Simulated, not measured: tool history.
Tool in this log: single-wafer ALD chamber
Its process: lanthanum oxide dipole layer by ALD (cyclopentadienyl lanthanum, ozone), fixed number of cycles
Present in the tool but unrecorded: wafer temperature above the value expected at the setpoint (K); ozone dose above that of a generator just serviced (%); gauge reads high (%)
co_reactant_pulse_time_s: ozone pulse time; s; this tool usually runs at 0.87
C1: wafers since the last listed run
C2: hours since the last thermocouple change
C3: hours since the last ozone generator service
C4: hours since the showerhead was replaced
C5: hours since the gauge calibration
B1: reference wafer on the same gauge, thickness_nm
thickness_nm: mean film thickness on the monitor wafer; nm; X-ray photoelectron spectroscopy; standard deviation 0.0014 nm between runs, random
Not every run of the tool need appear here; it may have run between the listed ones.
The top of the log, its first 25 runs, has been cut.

Run 26, hour 1168.9: usual settings but co_reactant_pulse_time_s 1.08 s; C1 876; C2 652.3; C3 64; C4 216.6; C5 153.3; B1 0.482. Result: thickness_nm 0.572 nm.
Run 27, hour 1231.2: usual settings but co_reactant_pulse_time_s 1.15 s; C1 1252; C2 714.6; C3 126.3; C4 278.9; C5 215.6; B1 0.482. Result: thickness_nm 0.584 nm.
Run 28, hour 1285.3: usual settings but co_reactant_pulse_time_s 1.11 s; C1 1087; C2 768.7; C3 180.4; C4 333; C5 269.7; B1 0.482. Result: thickness_nm 0.575 nm.
Run 29, hour 1314.2: usual settings; C1 581; C2 797.6; C3 209.3; C4 361.9; C5 298.6; B1 0.482. Result: thickness_nm 0.521 nm.
Run 30, hour 1364.3: usual settings but co_reactant_pulse_time_s 0.63 s; C1 1007; C2 847.7; C3 259.4; C4 412; C5 348.7; B1 0.482. Result: thickness_nm 0.406 nm.
Run 31, hour 1395.9: usual settings but co_reactant_pulse_time_s 0.76 s; C1 635; C2 879.3; C3 291; C4 443.6; C5 380.3; B1 0.482. Result: thickness_nm 0.474 nm.
Run 32, hour 1433.9: usual settings; C1 764; C2 917.3; C3 329; C4 481.6; C5 418.3; B1 0.482. Result: thickness_nm 0.518 nm.
Run 33, hour 1464.1: usual settings; C1 607; C2 947.5; C3 359.2; C4 511.8; C5 448.5; B1 0.482. Result: thickness_nm 0.519 nm.

Alternative continuations, all from the tool just after run 33; predict every row:
Run A, hour 1464.5: usual settings but co_reactant_pulse_time_s 0.59 s; C1 8; C2 947.9; C3 359.6; C4 512.2; C5 448.9; B1 ?. Result: thickness_nm ?.
Run B, hour 1464.5: usual settings but co_reactant_pulse_time_s 1.19 s; C1 8; C2 947.9; C3 359.6; C4 512.2; C5 448.9; B1 ?. Result: thickness_nm ?.
Run C, hour 1464.5: usual settings but co_reactant_pulse_time_s 0.78 s; C1 8; C2 947.9; C3 359.6; C4 512.2; C5 448.9; B1 ?. Result: thickness_nm ?.
Run D, hour 1464.5: usual settings but co_reactant_pulse_time_s 1.14 s; C1 8; C2 947.9; C3 359.6; C4 512.2; C5 448.9; B1 ?. Result: thickness_nm ?.
Run E, hour 1464.5: usual settings but co_reactant_pulse_time_s 0.96 s; C1 8; C2 947.9; C3 359.6; C4 512.2; C5 448.9; B1 ?. Result: thickness_nm ?.

run     B1  thickness_nm
  A  0.482         0.378
  B  0.482         0.591
  C  0.482         0.487
  D  0.482         0.584
  E  0.482         0.548
What these runs would have given with no unlogged condition in the tool:
run  thickness_nm
  A         0.382
  B         0.593
  C         0.491
  D         0.586
  E         0.551
